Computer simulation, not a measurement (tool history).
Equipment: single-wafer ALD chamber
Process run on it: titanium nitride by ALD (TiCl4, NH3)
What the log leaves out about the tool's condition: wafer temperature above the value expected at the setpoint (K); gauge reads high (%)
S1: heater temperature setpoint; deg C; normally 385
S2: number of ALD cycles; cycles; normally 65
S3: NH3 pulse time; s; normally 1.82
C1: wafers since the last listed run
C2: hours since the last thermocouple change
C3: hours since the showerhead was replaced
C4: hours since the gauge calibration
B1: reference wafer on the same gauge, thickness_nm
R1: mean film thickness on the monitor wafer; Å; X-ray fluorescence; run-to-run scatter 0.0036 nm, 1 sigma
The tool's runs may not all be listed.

run	hour	S1	S2	S3	C1	C2	C3	C4	B1	R1
1	0.0	385	65	1.82	0	1119.4	1842.5	581.9	1.320	14.51
2	14.8	385	65	1.82	70	1134.2	1857.3	596.7	1.321	14.48
3	50.3	385	65	1.82	168	1169.7	1892.8	632.2	1.320	14.58
4	81.5	385	65	1.82	147	1200.9	1924.0	663.4	1.320	14.52
5	98.5	385	65	1.82	80	1217.9	1941.0	680.4	1.320	14.51
6	133.4	385	65	1.82	165	1252.8	1975.9	715.3	1.320	14.50
7	154.2	385	61	1.37	98	1273.6	1996.7	736.1	1.321	13.17
8	176.8	385	61	1.37	106	1296.2	2019.3	758.7	1.320	13.19
9	206.8	385	65	1.82	142	1326.2	2049.3	788.7	1.321	14.49
10	221.3	385	65	1.82	68	1340.7	2063.8	803.2	1.319	14.51
11	256.7	376	65	1.82	167	1376.1	2099.2	838.6	1.320	14.44
12	274.6	385	65	1.82	84	1394.0	2117.1	856.5	1.320	14.56
13	297.8	385	65	1.82	109	1417.2	2140.3	879.7	1.321	14.54
14	324.6	385	65	1.82	126	1444.0	2167.1	906.5	1.319	14.49
15	341.4	385	65	1.82	79	1460.8	2183.9	923.3	1.320	14.52
16	367.4	385	65	1.82	123	1486.8	2209.9	949.3	1.320	14.53
17	404.2	385	65	1.82	174	1523.6	2246.7	986.1	1.320	14.57
# hour 428.5: thermocouple changed; heater temperature recalibrated
18	434.2	385	65	1.82	104	5.7	2276.7	1016.1	1.321	14.50
19	487.2	391	54	1.82	250	58.7	2329.7	1069.1	1.320	12.21
20	513.3	370	65	1.82	123	84.8	2355.8	1095.2	1.318	14.19
# hour 532.4: gauge calibrated
21	597.7	385	65	1.82	399	169.2	2440.2	65.3	1.320	14.52
# hour 622.3: showerhead replaced
22	699.7	374	75	2.02	444	271.2	77.4	167.3	1.319	16.68
23	750.6	399	52	2.32	240	322.1	128.3	218.2	1.319	11.98
24	764.9	395	73	1.45	67	336.4	142.6	232.5	1.320	16.19
25	799.4	394	55	1.82	163	370.9	177.1	267.0	1.318	12.41
26	828.3	377	77	1.55	136	399.8	206.0	295.9	1.320	16.73
27	849.1	385	61	1.82	98	420.6	226.8	316.7	1.320	13.63
28	880.2	385	78	1.22	147	451.7	257.9	347.8	1.320	16.39
29	899.7	385	65	1.82	92	471.2	277.4	367.3	1.321	14.46
30	921.3	385	65	1.82	102	492.8	299.0	388.9	1.321	14.51
31	963.3	391	76	1.82	198	534.8	341.0	430.9	1.321	17.14
32	991.0	385	75	1.82	131	562.5	368.7	458.6	1.320	16.75
33	1010.1	385	65	1.82	90	581.6	387.8	477.7	1.319	14.48
34	1076.1	385	65	1.82	312	647.6	453.8	543.7	1.320	14.58
35	1090.7	399	65	1.82	69	662.2	468.4	558.3	1.320	14.75
36	1120.2	385	62	2.43	139	691.7	497.9	587.8	1.320	14.16

State the hidden condition of the tool at each of the runs:
wafer temperature above the value expected at the setpoint (K): 0 at every run
gauge reads high (%): 0 at every run

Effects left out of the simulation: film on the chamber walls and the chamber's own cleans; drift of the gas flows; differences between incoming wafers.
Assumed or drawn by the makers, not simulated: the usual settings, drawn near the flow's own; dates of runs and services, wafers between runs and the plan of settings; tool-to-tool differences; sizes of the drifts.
